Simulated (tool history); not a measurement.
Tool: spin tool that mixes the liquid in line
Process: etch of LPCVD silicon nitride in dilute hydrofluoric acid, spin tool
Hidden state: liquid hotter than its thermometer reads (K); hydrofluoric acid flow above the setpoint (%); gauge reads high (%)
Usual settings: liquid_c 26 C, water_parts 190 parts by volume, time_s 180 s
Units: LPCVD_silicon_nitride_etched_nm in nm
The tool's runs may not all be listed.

run,hour,liquid_c,water_parts,time_s,wafers since the last listed run,hours since the thermometer was replaced,hours since the hydrofluoric acid flow meter was replaced,hours since the gauge calibration,"read-back film thickness of the LPCVD silicon nitride reference wafer, read on the same gauge (nm)",LPCVD_silicon_nitride_etched_nm
1,0,26,190,180,0,1907.6,1201,898.6,69.977,0.594
2,70.5,26,190,205,313,1978.1,1271.5,969.1,70.011,0.713
3,132.9,26,190,205,277,2040.5,1333.9,1031.5,70.02,0.66
4,196.9,26,190,205,284,2104.5,1397.9,1095.5,69.973,0.717
5,404,26,190,180,920,2311.6,1605,1302.6,69.968,0.62
6,463.4,26,190,180,263,2371,1664.4,1362,69.997,0.613
# hour 483.9: hydrofluoric acid flow meter replaced
7,513.3,26,190,180,217,2420.9,29.4,1411.9,69.974,0.632
8,550.1,26,120,180,163,2457.7,66.2,1448.7,70.03,1.02
9,612.2,26,120,180,275,2519.8,128.3,1510.8,69.996,1.078
# hour 621.7: thermometer replaced
10,662.7,30.5,110,215,219,41,178.8,1561.3,70.016,1.505
11,709.9,26,275,95,209,88.2,226,1608.5,69.974,0.199
12,778.2,24,135,80,303,156.5,294.3,1676.8,69.991,0.326
# hour 794.9: gauge calibrated
13,829,29.5,190,180,225,207.3,345.1,34.1,69.987,0.705
14,885,28.5,285,180,248,263.3,401.1,90.1,69.977,0.446
15,940.3,29.5,150,180,245,318.6,456.4,145.4,69.948,0.954
16,997.8,26,190,180,255,376.1,513.9,202.9,69.973,0.588
17,1054.4,26,190,105,251,432.7,570.5,259.5,70.046,0.32
18,1079.5,26,190,180,111,457.8,595.6,284.6,70.021,0.585
19,1117,26,140,180,166,495.3,633.1,322.1,69.991,0.773
20,1169.6,26,190,180,233,547.9,685.7,374.7,69.991,0.581
21,1204.8,21.5,130,180,156,583.1,720.9,409.9,70.036,0.645
22,1248,26,190,180,191,626.3,764.1,453.1,70.006,0.566
23,1301.8,26,190,180,239,680.1,817.9,506.9,70.052,0.61
24,1431.2,23.5,190,100,574,809.5,947.3,636.3,70.016,0.29
25,1455.5,26,190,180,107,833.8,971.6,660.6,69.966,0.6
26,1511.6,24.5,120,125,249,889.9,1027.7,716.7,70.06,0.603
27,1549.7,26,190,180,169,928,1065.8,754.8,69.983,0.569
28,1603.8,26,275,95,240,982.1,1119.9,808.9,70.056,0.203
29,1667,24,275,265,280,1045.3,1183.1,872.1,70.002,0.535
30,1698.5,28,190,285,139,1076.8,1214.6,903.6,69.986,1.026
31,1751,26,165,260,233,1129.3,1267.1,956.1,69.992,0.962

Hidden state at the last listed run before each entry between runs and at the first one after, where it differs:
Between runs 6 and 7: hydrofluoric acid flow meter replaced (hour 483.9)
  liquid hotter than its thermometer reads (K): 2.33 -> 2.37
  measured less the result without the state, LPCVD_silicon_nitride_etched_nm: +0.082 -> +0.086 nm
Between runs 9 and 10: thermometer replaced (hour 621.7)
  liquid hotter than its thermometer reads (K): 2.47 -> 0.169
  measured less the result without the state, LPCVD_silicon_nitride_etched_nm: +0.157 -> +0.016 nm
Between runs 12 and 13: gauge calibrated (hour 794.9)
  liquid hotter than its thermometer reads (K): 0.28 -> 0.329
  measured less the result without the state, LPCVD_silicon_nitride_etched_nm: +0.005 -> +0.014 nm
